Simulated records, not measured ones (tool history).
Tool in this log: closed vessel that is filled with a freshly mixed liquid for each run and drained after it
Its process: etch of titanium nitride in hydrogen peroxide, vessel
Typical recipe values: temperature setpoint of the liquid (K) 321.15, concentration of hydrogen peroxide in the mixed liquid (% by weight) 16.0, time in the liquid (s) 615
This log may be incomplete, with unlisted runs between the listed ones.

run     day  temperature setpoint of the liquid (K)  concentration of hydrogen peroxide in the mixed liquid (% by weight)  time in the liquid (s)  read-back film thickness of the titanium nitride reference wafer, read on the same gauge (nm)  thickness taken off the titanium nitride on a monitor wafer (angstrom)
  1   0.000                                  321.15                                                                  16.0                     615                                                                                         150.03                                                                   434.9
  2   4.125                                  321.15                                                                  16.0                     615                                                                                         150.04                                                                   434.5
  3   5.121                                  321.15                                                                  16.0                     615                                                                                         149.97                                                                   439.4
  4   5.675                                  321.15                                                                  16.0                     420                                                                                         149.99                                                                   301.0
      7.679  -- thermometer replaced
  5   8.371                                  321.15                                                                  16.0                     420                                                                                         150.01                                                                   279.0
  6   9.054                                  321.15                                                                  16.0                     615                                                                                         150.00                                                                   407.6
      9.104  -- peroxide flow meter replaced
  7  10.400                                  321.15                                                                  16.0                     615                                                                                         149.98                                                                   399.3
  8  11.192                                  321.15                                                                  16.0                     615                                                                                         150.02                                                                   399.4
     11.942  -- new drum of peroxide connected
  9  11.979                                  321.15                                                                  16.0                     615                                                                                         150.01                                                                   398.3
 10  12.554                                  321.15                                                                  16.0                     615                                                                                         150.00                                                                   399.1
 11  13.379                                  326.15                                                                  18.5                     615                                                                                         150.03                                                                   587.6
 12  13.908                                  318.65                                                                  18.5                     615                                                                                         150.00                                                                   343.2
     14.562  -- gauge calibrated
 13  14.821                                  321.15                                                                  12.5                     615                                                                                         149.96                                                                   379.7
 14  15.688                                  312.65                                                                  12.0                     320                                                                                         150.00                                                                   104.1
 15  16.954                                  312.65                                                                  16.0                     615                                                                                         150.04                                                                   213.2
 16  18.450                                  321.15                                                                  17.5                     615                                                                                         150.02                                                                   409.2
 17  19.512                                  321.15                                                                  17.5                     380                                                                                         150.02                                                                   253.1
 18  20.071                                  328.65                                                                  19.5                     400                                                                                         149.96                                                                   469.6
 19  21.546                                  321.15                                                                  16.0                     615                                                                                         150.02                                                                   408.6
 20  22.408                                  318.65                                                                  18.5                     615                                                                                         150.00                                                                   346.4

Branching from run 20: 5 alternative next runs. What would each branch give?
  A  22.442                                  321.15                                                                  14.0                     615                                                                                              ?                                                                       ?
  B  22.442                                  313.65                                                                  21.0                     815                                                                                              ?                                                                       ?
  C  22.442                                  321.15                                                                  21.0                     615                                                                                              ?                                                                       ?
  D  22.442                                  321.15                                                                  13.5                     345                                                                                              ?                                                                       ?
  E  22.442                                  313.65                                                                  16.0                     615                                                                                              ?                                                                       ?

run  read-back film thickness of the titanium nitride reference wafer, read on the same gauge (nm)  thickness taken off the titanium nitride on a monitor wafer (angstrom)
  A                                                                                         150.00                                                                   397.2
  B                                                                                         150.00                                                                   327.5
  C                                                                                         150.00                                                                   433.1
  D                                                                                         150.00                                                                   221.1
  E                                                                                         150.00                                                                   233.2
Stripped of hidden state, with their random variation kept, the same runs would have yielded:
run  thickness taken off the titanium nitride on a monitor wafer (angstrom)
  A                                                                   387.1
  B                                                                   318.8
  C                                                                   421.9
  D                                                                   215.5
  E                                                                   227.0

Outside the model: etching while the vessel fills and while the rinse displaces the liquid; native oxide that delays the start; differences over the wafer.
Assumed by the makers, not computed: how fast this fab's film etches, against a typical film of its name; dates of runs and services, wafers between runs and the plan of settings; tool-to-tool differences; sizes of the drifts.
